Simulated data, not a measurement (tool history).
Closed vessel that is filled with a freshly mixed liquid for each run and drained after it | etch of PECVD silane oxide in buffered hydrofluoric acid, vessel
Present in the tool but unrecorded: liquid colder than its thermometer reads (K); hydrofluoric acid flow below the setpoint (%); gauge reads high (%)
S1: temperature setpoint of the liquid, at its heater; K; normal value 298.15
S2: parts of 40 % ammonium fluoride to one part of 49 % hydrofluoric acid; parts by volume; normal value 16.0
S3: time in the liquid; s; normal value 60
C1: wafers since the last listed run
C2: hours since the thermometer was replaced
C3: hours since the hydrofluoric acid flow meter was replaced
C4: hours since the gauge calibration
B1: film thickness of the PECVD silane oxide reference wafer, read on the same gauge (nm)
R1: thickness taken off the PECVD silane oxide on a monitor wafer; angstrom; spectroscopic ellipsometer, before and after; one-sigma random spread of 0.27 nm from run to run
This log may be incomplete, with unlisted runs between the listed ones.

run    hour      S1    S2  S3     C1      C2      C3      C4      B1     R1
  1     0.0  298.15  16.0  60      0   363.7   638.0   431.2  100.00  630.7
  2   103.3  300.65  17.5  60  12731   467.0   741.3   534.5   99.99  663.3
  3   173.1  300.65  17.5  60   8602   536.8   811.1   604.3  100.02  658.4
  4   223.1  298.15  16.0  60   6162   586.8   861.1   654.3  100.02  629.4
  5   261.0  298.15  12.0  60   4671   624.7   899.0   692.2   99.98  835.0
  6   353.0  298.15  18.0  60  11338   716.7   991.0   784.2  100.03  562.4
  7   391.0  298.15  18.0  60   4683   754.7  1029.0   822.2  100.03  557.1
  8   451.8  298.15  18.0  60   7493   815.5  1089.8   883.0  100.00  560.1
  9   543.7  298.15  16.0  60  11326   907.4  1181.7   974.9   99.99  620.9
      766.1  -- hydrofluoric acid flow meter replaced
 10   800.7  302.15  18.0  60  31550  1164.4    34.6  1231.9  100.01  704.2
      837.0  -- thermometer replaced
 11   852.0  298.15  16.0  60   6199    15.0    85.9  1283.2   99.99  639.1
      867.2  -- gauge calibrated
 12   920.9  299.65  11.0  30   8491    83.9   154.8    53.7   99.95  497.9
 13   961.6  298.15  16.0  60   5016   124.6   195.5    94.4   99.98  637.4
 14   998.9  294.15  16.0  45   4597   161.9   232.8   131.7  100.01  383.2
 15  1104.0  300.65  12.0  35  12953   267.0   337.9   236.8   99.96  566.3
 16  1193.0  294.15  16.0  45  10968   356.0   426.9   325.8   99.96  381.2
 17  1244.6  299.65  11.0  30   6359   407.6   478.5   377.4   99.99  496.5
 18  1336.9  301.65  10.5  35  11375   499.9   570.8   469.7   99.99  672.6

Hidden state, per run?
liquid colder than its thermometer reads (K): 0 in every run
gauge reads high (%): 0 in every run
H1: hydrofluoric acid flow below the setpoint (%)
run     H1
  1   1.46
  2   1.69
  3   1.85
  4   1.96
  5   2.04
  6   2.24
  7   2.32
  8   2.46
  9   2.66
 10  0.234
 11  0.347
 12  0.498
 13  0.588
 14   0.67
 15  0.902
 16    1.1
 17   1.21
 18   1.41

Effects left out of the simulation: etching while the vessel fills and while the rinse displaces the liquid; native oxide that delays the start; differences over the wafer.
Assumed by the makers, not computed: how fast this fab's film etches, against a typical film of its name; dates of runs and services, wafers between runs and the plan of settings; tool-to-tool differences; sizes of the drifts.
